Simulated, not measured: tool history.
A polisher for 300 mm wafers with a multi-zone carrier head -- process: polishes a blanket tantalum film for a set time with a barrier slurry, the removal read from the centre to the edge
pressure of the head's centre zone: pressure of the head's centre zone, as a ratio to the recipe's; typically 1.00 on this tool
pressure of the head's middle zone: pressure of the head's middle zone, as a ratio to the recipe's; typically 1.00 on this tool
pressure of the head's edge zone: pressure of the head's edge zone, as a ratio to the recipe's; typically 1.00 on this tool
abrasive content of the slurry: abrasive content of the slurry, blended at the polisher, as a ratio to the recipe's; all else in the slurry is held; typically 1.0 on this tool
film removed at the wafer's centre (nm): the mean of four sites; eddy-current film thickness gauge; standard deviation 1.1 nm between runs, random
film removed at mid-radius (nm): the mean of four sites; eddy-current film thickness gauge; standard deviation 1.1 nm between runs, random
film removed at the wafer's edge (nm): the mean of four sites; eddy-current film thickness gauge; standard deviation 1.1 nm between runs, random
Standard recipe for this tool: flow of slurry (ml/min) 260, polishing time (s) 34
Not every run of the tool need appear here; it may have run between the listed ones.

run	day	flow of slurry (ml/min)	pressure of the head's centre zone	pressure of the head's middle zone	pressure of the head's edge zone	abrasive content of the slurry	polishing time (s)	wafers since the last listed run	wafers polished on this pad	hours since the slurry nozzle was cleaned	hours since the centre zone pressure was calibrated	hours since the edge zone pressure was calibrated	hours since the carrier head's membrane was replaced	incoming thickness of the incoming film, nm	film removed at the wafer's centre (nm)	film removed at mid-radius (nm)	film removed at the wafer's edge (nm)
1	0.000	260	0.96	1.03	1.00	1.0	34	0	2539	121.6	255.6	996.1	1427.9	229.9	72.0	76.2	71.5
2	0.817	260	1.00	1.00	1.00	1.0	34	251	2790	141.2	275.2	1015.7	1447.5	233.6	74.4	74.0	69.1
# day 1.475: worn pad replaced by a new one
3	1.792	260	1.11	1.04	0.89	0.9	34	248	97	164.6	298.6	1039.1	1470.9	230.4	86.8	79.6	70.5
4	2.496	260	1.00	1.00	1.00	1.0	28	216	314	181.5	315.5	1056.0	1487.8	232.6	66.2	65.5	63.6
# day 4.729: carrier head's membrane replaced by a new one, of another model than before
5	4.850	260	0.94	0.95	1.10	1.2	34	660	975	238.0	372.0	1112.5	2.9	230.4	77.1	77.8	78.6
6	5.375	260	1.00	1.00	1.00	1.0	34	161	1137	250.6	384.6	1125.1	15.5	226.7	76.8	78.1	74.1
# day 6.517: slurry nozzle cleaned
7	6.738	260	1.00	0.95	1.00	0.8	34	406	1543	5.3	417.3	1157.8	48.2	230.6	73.2	71.2	67.2
8	7.875	260	1.00	1.00	1.00	1.0	34	350	1894	32.6	444.6	1185.1	75.5	229.3	76.7	75.3	70.7
9	10.058	260	1.00	1.00	1.00	1.0	34	672	2566	85.0	497.0	1237.5	127.9	227.9	72.1	74.3	71.1
# day 10.983: worn pad replaced by a new one
# day 11.012: edge zone pressure recalibrated
10	11.033	260	1.00	1.00	1.00	1.0	34	240	6	108.4	520.4	0.5	151.3	228.2	83.2	80.5	76.3
11	11.425	260	1.06	0.95	1.00	1.1	34	120	127	117.8	529.8	9.9	160.7	227.5	86.6	79.1	76.7

What will run 12 give?
12	12.425	235	1.00	1.00	1.00	1.0	34	307	435	141.8	553.8	33.9	184.7	225.6	?	?	?

{"run 12": {"film removed at the wafer's centre (nm)": 78.7, "film removed at mid-radius (nm)": 78.3, "film removed at the wafer's edge (nm)": 76.1}}
Had the tool carried no hidden state, the very same run would have given film removed at the wafer's centre (nm) 80.0, film removed at mid-radius (nm) 79.6, film removed at the wafer's edge (nm) 77.3.

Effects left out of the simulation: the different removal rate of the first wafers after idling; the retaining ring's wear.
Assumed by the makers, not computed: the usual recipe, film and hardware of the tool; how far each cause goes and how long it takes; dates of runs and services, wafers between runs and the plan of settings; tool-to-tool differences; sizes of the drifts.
